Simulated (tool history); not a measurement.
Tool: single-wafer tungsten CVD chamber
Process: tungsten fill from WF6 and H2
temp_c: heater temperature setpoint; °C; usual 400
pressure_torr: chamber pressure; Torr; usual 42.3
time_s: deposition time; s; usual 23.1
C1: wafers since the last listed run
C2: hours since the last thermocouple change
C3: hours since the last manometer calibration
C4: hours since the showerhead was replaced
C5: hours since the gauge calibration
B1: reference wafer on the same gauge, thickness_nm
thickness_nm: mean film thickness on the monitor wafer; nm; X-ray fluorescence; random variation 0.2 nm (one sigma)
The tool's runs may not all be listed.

{"run": 1, "hour": 0.0, "temp_c": 400, "pressure_torr": 42.3, "time_s": 23.1, "C1": 0, "C2": 1053.8, "C3": 1473.3, "C4": 6100.1, "C5": 760.5, "B1": 61.667, "thickness_nm": 71.772}
{"hour": 58.4, "done": "capacitance manometer re-zeroed and calibrated"}
{"run": 2, "hour": 58.9, "temp_c": 400, "pressure_torr": 42.3, "time_s": 23.1, "C1": 1393, "C2": 1112.7, "C3": 0.5, "C4": 6159, "C5": 819.4, "B1": 61.677, "thickness_nm": 71.49}
{"run": 3, "hour": 112.4, "temp_c": 400, "pressure_torr": 42.3, "time_s": 19.8, "C1": 1464, "C2": 1166.2, "C3": 54, "C4": 6212.5, "C5": 872.9, "B1": 61.533, "thickness_nm": 61.425}
{"run": 4, "hour": 141.6, "temp_c": 400, "pressure_torr": 42.3, "time_s": 23.1, "C1": 799, "C2": 1195.4, "C3": 83.2, "C4": 6241.7, "C5": 902.1, "B1": 61.493, "thickness_nm": 71.325}
{"run": 5, "hour": 184.9, "temp_c": 400, "pressure_torr": 42.3, "time_s": 23.1, "C1": 1185, "C2": 1238.7, "C3": 126.5, "C4": 6285, "C5": 945.4, "B1": 61.563, "thickness_nm": 71.627}
{"hour": 227.5, "done": "showerhead replaced"}
{"hour": 328.8, "done": "thermocouple changed; heater temperature recalibrated"}
{"run": 6, "hour": 329.3, "temp_c": 390, "pressure_torr": 39.3, "time_s": 23.1, "C1": 3515, "C2": 0.5, "C3": 270.9, "C4": 101.8, "C5": 1089.8, "B1": 61.332, "thickness_nm": 57.235}
{"run": 7, "hour": 371.0, "temp_c": 391, "pressure_torr": 38.5, "time_s": 23.1, "C1": 1141, "C2": 42.2, "C3": 312.6, "C4": 143.5, "C5": 1131.5, "B1": 61.286, "thickness_nm": 57.61}
{"run": 8, "hour": 399.3, "temp_c": 400, "pressure_torr": 42.3, "time_s": 23.1, "C1": 774, "C2": 70.5, "C3": 340.9, "C4": 171.8, "C5": 1159.8, "B1": 61.306, "thickness_nm": 71.184}
{"run": 9, "hour": 426.3, "temp_c": 400, "pressure_torr": 42.3, "time_s": 23.1, "C1": 739, "C2": 97.5, "C3": 367.9, "C4": 198.8, "C5": 1186.8, "B1": 61.272, "thickness_nm": 70.92}
{"run": 10, "hour": 467.9, "temp_c": 400, "pressure_torr": 45.4, "time_s": 23.1, "C1": 1139, "C2": 139.1, "C3": 409.5, "C4": 240.4, "C5": 1228.4, "B1": 61.222, "thickness_nm": 74.23}
{"run": 11, "hour": 509.4, "temp_c": 409, "pressure_torr": 48.4, "time_s": 21.7, "C1": 1136, "C2": 180.6, "C3": 451, "C4": 281.9, "C5": 1269.9, "B1": 61.103, "thickness_nm": 83.584}
{"run": 12, "hour": 534.4, "temp_c": 400, "pressure_torr": 47.9, "time_s": 20.6, "C1": 684, "C2": 205.6, "C3": 476, "C4": 306.9, "C5": 1294.9, "B1": 61.074, "thickness_nm": 67.762}
{"run": 13, "hour": 571.9, "temp_c": 414, "pressure_torr": 37.4, "time_s": 26.8, "C1": 1026, "C2": 243.1, "C3": 513.5, "C4": 344.4, "C5": 1332.4, "B1": 61.08, "thickness_nm": 96.368}
{"hour": 578.9, "done": "gauge calibrated"}
{"run": 14, "hour": 605.1, "temp_c": 386, "pressure_torr": 49.2, "time_s": 25.7, "C1": 909, "C2": 276.3, "C3": 546.7, "C4": 377.6, "C5": 26.2, "B1": 62.176, "thickness_nm": 68.284}
{"run": 15, "hour": 629.9, "temp_c": 386, "pressure_torr": 46.6, "time_s": 25.9, "C1": 679, "C2": 301.1, "C3": 571.5, "C4": 402.4, "C5": 51, "B1": 62.208, "thickness_nm": 66.603}
{"run": 16, "hour": 668.9, "temp_c": 400, "pressure_torr": 42.3, "time_s": 23.1, "C1": 1067, "C2": 340.1, "C3": 610.5, "C4": 441.4, "C5": 90, "B1": 62.259, "thickness_nm": 72.141}
{"run": 17, "hour": 712.1, "temp_c": 400, "pressure_torr": 42.3, "time_s": 23.1, "C1": 1182, "C2": 383.3, "C3": 653.7, "C4": 484.6, "C5": 133.2, "B1": 62.219, "thickness_nm": 72.011}
{"run": 18, "hour": 737.5, "temp_c": 414, "pressure_torr": 37.4, "time_s": 26.8, "C1": 695, "C2": 408.7, "C3": 679.1, "C4": 510, "C5": 158.6, "B1": 62.248, "thickness_nm": 97.958}
{"run": 19, "hour": 805.7, "temp_c": 400, "pressure_torr": 38.7, "time_s": 21.3, "C1": 1867, "C2": 476.9, "C3": 747.3, "C4": 578.2, "C5": 226.8, "B1": 62.252, "thickness_nm": 63.146}
{"run": 20, "hour": 831.0, "temp_c": 407, "pressure_torr": 49, "time_s": 24.5, "C1": 692, "C2": 502.2, "C3": 772.6, "C4": 603.5, "C5": 252.1, "B1": 62.24, "thickness_nm": 93.424}
{"run": 21, "hour": 865.7, "temp_c": 408, "pressure_torr": 32.4, "time_s": 23.1, "C1": 950, "C2": 536.9, "C3": 807.3, "C4": 638.2, "C5": 286.8, "B1": 62.186, "thickness_nm": 70.598}
{"run": 22, "hour": 900.7, "temp_c": 407, "pressure_torr": 35.5, "time_s": 19.4, "C1": 958, "C2": 571.9, "C3": 842.3, "C4": 673.2, "C5": 321.8, "B1": 62.174, "thickness_nm": 61.434}
{"run": 23, "hour": 931.0, "temp_c": 407, "pressure_torr": 48.6, "time_s": 19.2, "C1": 829, "C2": 602.2, "C3": 872.6, "C4": 703.5, "C5": 352.1, "B1": 62.194, "thickness_nm": 72.643}
{"run": 24, "hour": 996.4, "temp_c": 411, "pressure_torr": 47.4, "time_s": 25.2, "C1": 1790, "C2": 667.6, "C3": 938, "C4": 768.9, "C5": 417.5, "B1": 62.131, "thickness_nm": 100.85}
{"run": 25, "hour": 1060.3, "temp_c": 392, "pressure_torr": 37.3, "time_s": 26.5, "C1": 1749, "C2": 731.5, "C3": 1001.9, "C4": 832.8, "C5": 481.4, "B1": 62.099, "thickness_nm": 66.687}
{"run": 26, "hour": 1124.5, "temp_c": 400, "pressure_torr": 42.3, "time_s": 25.6, "C1": 1757, "C2": 795.7, "C3": 1066.1, "C4": 897, "C5": 545.6, "B1": 62.08, "thickness_nm": 79.797}
{"run": 27, "hour": 1179.0, "temp_c": 400, "pressure_torr": 35, "time_s": 26.1, "C1": 1492, "C2": 850.2, "C3": 1120.6, "C4": 951.5, "C5": 600.1, "B1": 62.056, "thickness_nm": 72.712}
{"run": 28, "hour": 1250.0, "temp_c": 389, "pressure_torr": 45.4, "time_s": 23.1, "C1": 1944, "C2": 921.2, "C3": 1191.6, "C4": 1022.5, "C5": 671.1, "B1": 61.921, "thickness_nm": 61.639}
{"hour": 1267.3, "done": "capacitance manometer re-zeroed and calibrated"}
{"run": 29, "hour": 1402.4, "temp_c": 400, "pressure_torr": 42.3, "time_s": 23.1, "C1": 3953, "C2": 1073.6, "C3": 135.1, "C4": 1174.9, "C5": 823.5, "B1": 61.827, "thickness_nm": 71.778}
{"run": 30, "hour": 1470.3, "temp_c": 409, "pressure_torr": 48.5, "time_s": 23.1, "C1": 1859, "C2": 1141.5, "C3": 203, "C4": 1242.8, "C5": 891.4, "B1": 61.797, "thickness_nm": 89.702}
{"run": 31, "hour": 1525.7, "temp_c": 394, "pressure_torr": 52.4, "time_s": 23.1, "C1": 1516, "C2": 1196.9, "C3": 258.4, "C4": 1298.2, "C5": 946.8, "B1": 61.778, "thickness_nm": 72.484}
{"run": 32, "hour": 1565.3, "temp_c": 385, "pressure_torr": 35.1, "time_s": 27.2, "C1": 1084, "C2": 1236.5, "C3": 298, "C4": 1337.8, "C5": 986.4, "B1": 61.704, "thickness_nm": 57.694}
{"run": 33, "hour": 1602.8, "temp_c": 400, "pressure_torr": 42.3, "time_s": 23.1, "C1": 1026, "C2": 1274, "C3": 335.5, "C4": 1375.3, "C5": 1023.9, "B1": 61.679, "thickness_nm": 71.663}

Forecast each of these 5 alternatives for the next run:
{"run": "A", "hour": 1603.2, "temp_c": 400, "pressure_torr": 42.3, "time_s": 23.1, "C1": 10, "C2": 1274.4, "C3": 335.9, "C4": 1375.7, "C5": 1024.3, "B1": "?", "thickness_nm": "?"}
{"run": "B", "hour": 1603.2, "temp_c": 400, "pressure_torr": 36.2, "time_s": 21, "C1": 10, "C2": 1274.4, "C3": 335.9, "C4": 1375.7, "C5": 1024.3, "B1": "?", "thickness_nm": "?"}
{"run": "C", "hour": 1603.2, "temp_c": 389, "pressure_torr": 34.7, "time_s": 26.3, "C1": 10, "C2": 1274.4, "C3": 335.9, "C4": 1375.7, "C5": 1024.3, "B1": "?", "thickness_nm": "?"}
{"run": "D", "hour": 1603.2, "temp_c": 405, "pressure_torr": 42.3, "time_s": 24.5, "C1": 10, "C2": 1274.4, "C3": 335.9, "C4": 1375.7, "C5": 1024.3, "B1": "?", "thickness_nm": "?"}
{"run": "E", "hour": 1603.2, "temp_c": 390, "pressure_torr": 49.1, "time_s": 23.1, "C1": 10, "C2": 1274.4, "C3": 335.9, "C4": 1375.7, "C5": 1024.3, "B1": "?", "thickness_nm": "?"}

run=A B1=61.631 thickness_nm=71.623
run=B B1=61.631 thickness_nm=59.359
run=C B1=61.631 thickness_nm=59.695
run=D B1=61.631 thickness_nm=82.576
run=E B1=61.631 thickness_nm=65.258
Without the tool's hidden state the same runs would have given:
run=A thickness_nm=72.242
run=B thickness_nm=59.872
run=C thickness_nm=60.211
run=D thickness_nm=83.289
run=E thickness_nm=65.822

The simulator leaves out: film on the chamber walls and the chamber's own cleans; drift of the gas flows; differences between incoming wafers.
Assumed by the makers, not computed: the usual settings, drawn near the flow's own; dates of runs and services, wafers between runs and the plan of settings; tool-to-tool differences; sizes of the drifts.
